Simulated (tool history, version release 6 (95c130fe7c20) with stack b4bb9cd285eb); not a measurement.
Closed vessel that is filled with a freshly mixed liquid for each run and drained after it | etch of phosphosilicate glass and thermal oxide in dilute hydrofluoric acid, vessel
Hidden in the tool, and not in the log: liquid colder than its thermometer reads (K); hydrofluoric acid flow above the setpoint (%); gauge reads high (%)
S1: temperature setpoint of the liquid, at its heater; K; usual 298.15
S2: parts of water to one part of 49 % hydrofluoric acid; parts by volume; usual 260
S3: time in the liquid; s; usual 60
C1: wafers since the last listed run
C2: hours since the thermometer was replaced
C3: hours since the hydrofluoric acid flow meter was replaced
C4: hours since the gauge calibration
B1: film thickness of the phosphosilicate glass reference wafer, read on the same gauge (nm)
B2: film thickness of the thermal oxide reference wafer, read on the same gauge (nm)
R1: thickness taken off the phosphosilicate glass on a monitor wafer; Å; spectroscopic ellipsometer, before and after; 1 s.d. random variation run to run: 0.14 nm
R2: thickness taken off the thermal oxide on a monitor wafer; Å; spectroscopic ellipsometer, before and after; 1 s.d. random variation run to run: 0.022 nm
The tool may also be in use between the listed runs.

run	day	S1	S2	S3	C1	C2	C3	C4	B1	B2	R1	R2
1	0	298.15	260	60	0	665.7	431	175.1	99.99	139.99	376.5	9.09
2	1.246	298.15	260	60	2740	695.6	460.9	205	100.02	140.025	375.8	9.14
3	1.833	298.15	260	60	1292	709.7	475	219.1	100.04	140.019	375	8.83
4	2.471	298.15	260	60	1402	725	490.3	234.4	100.01	140.023	374.9	9.18
5	3.629	301.15	260	60	2547	752.8	518.1	262.2	100	140.008	418.4	10.07
6	5.054	301.15	260	60	3134	787	552.3	296.4	99.95	140.017	414.1	9.66
7	6.033	301.15	260	60	2153	810.5	575.8	319.9	100.01	139.988	414.5	9.8
8	7.038	298.15	175	60	2208	834.6	599.9	344	100.01	139.992	609.4	15.06
9	7.758	298.15	175	60	1585	851.9	617.2	361.3	100.01	139.989	609.1	14.54
10	8.933	298.15	175	60	2584	880.1	645.4	389.5	100	140.024	610.2	14.33
# day 9.592: thermometer replaced
11	9.983	299.65	260	40	2217	9.4	670.6	414.7	99.97	139.988	256.3	6.11
12	10.917	298.15	305	75	2052	31.8	693	437.1	100.02	140.008	371.8	8.97
13	12.096	298.15	260	60	2593	60.1	721.3	465.4	99.96	140.006	365.7	8.5
# day 12.35: hydrofluoric acid flow meter replaced
14	13.292	302.65	165	95	2538	88.8	22.6	494.1	99.99	139.995	1186.8	27.41
15	14.496	298.15	260	60	2648	117.7	51.5	523	99.97	140.008	362.1	8.56
16	15.304	298.15	260	60	1777	137.1	70.9	542.4	99.98	140.031	362.8	8.32
17	15.938	293.15	190	45	1392	152.3	86.1	557.6	99.96	139.962	330.1	7.58
# day 16.008: gauge calibrated
18	16.558	298.15	190	90	1365	167.2	101	13.2	100.02	140.001	799.9	18.23
# day 17.033: thermometer replaced, repeated, since the last time left the tool worse
19	17.45	298.15	260	60	1869	10	122.4	34.6	100.02	140.029	381.3	8.97
20	21.667	296.65	215	90	9274	111.2	223.6	135.8	99.93	140.023	689.3	16.82
21	23.083	294.15	260	90	3115	145.2	257.6	169.8	99.97	139.946	495.9	11.49
22	24.342	294.15	340	45	2767	175.4	287.8	200	99.98	140.006	175.3	4.1
23	25.825	295.15	335	40	3262	211	323.4	235.6	100	139.966	165.9	4.06
24	26.85	302.65	260	90	2254	235.6	348	260.2	100	140.026	664.8	16.19
25	28.042	299.65	260	75	2620	264.2	376.6	288.8	100	140.008	502.3	11.69

Selected run-to-run steps in R1, each split into two signed amounts: the part the tool would show with no hidden state at all (from settings, incoming material and random variation), and the remainder, which goes to the hidden state together with any gauge scatter not common to the measured and the hidden-state-free results:
Run 13 -> 14: S1 298.15 -> 302.65, S2 260 -> 165, S3 60 -> 95, hydrofluoric acid flow meter replaced. R1 +821.1 Å: hidden state -51.7, all else +872.8.
Run 14 -> 15: S1 302.65 -> 298.15, S2 165 -> 260, S3 95 -> 60. R1 -824.7 Å: hidden state +51.1, all else -875.8.
Run 18 -> 19: S2 190 -> 260, S3 90 -> 60, thermometer replaced, repeated, since the last time left the tool worse. R1 -418.6 Å: hidden state +51.8, all else -470.4.
